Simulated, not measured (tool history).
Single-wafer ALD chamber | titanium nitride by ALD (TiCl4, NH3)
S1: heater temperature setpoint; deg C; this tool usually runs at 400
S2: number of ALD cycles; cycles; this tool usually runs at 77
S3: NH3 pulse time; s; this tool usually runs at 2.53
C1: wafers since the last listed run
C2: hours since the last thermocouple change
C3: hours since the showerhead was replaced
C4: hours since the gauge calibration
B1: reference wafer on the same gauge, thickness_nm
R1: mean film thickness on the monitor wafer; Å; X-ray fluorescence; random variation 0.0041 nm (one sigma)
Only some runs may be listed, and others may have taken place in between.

run,hour,S1,S2,S3,C1,C2,C3,C4,B1,R1
1,0,406,77,2.53,0,540.2,3004.4,1380.8,1.396,16.09
2,47.2,397,77,2.53,130,587.4,3051.6,1428,1.393,16.06
3,126.1,390,77,2.53,218,666.3,3130.5,1506.9,1.392,15.96
4,227.1,390,77,2.53,279,767.3,3231.5,1607.9,1.389,15.84
5,278.2,390,77,2.53,141,818.4,3282.6,1659,1.387,15.82
6,360.2,400,77,2.53,227,900.4,3364.6,1741,1.383,15.97
7,417.4,400,77,2.53,158,957.6,3421.8,1798.2,1.382,15.9
8,496.5,411,77,2.53,219,1036.7,3500.9,1877.3,1.379,15.93
9,582.4,411,77,2.53,238,1122.6,3586.8,1963.2,1.374,15.96
# hour 653.1: gauge calibrated
10,677.8,411,77,2.53,264,1218,3682.2,24.7,1.411,16.35
11,739.4,400,77,1.92,170,1279.6,3743.8,86.3,1.408,16.16
# hour 815: showerhead replaced
12,826.7,400,77,1.92,219,1366.9,11.7,173.6,1.408,16.12
13,917.6,394,91,2.89,251,1457.8,102.6,264.5,1.407,19.28
14,986.6,387,77,3.47,191,1526.8,171.6,333.5,1.409,16.28

Run 15, settings as shown, results not yet in. Your forecast:
15,1051.2,400,77,2.53,179,1591.4,236.2,398.1,?,?

{"run 15": {"B1": 1.407, "R1": 16.27}}
Had the tool carried no hidden state, the very same run would have given R1 16.3 Å.

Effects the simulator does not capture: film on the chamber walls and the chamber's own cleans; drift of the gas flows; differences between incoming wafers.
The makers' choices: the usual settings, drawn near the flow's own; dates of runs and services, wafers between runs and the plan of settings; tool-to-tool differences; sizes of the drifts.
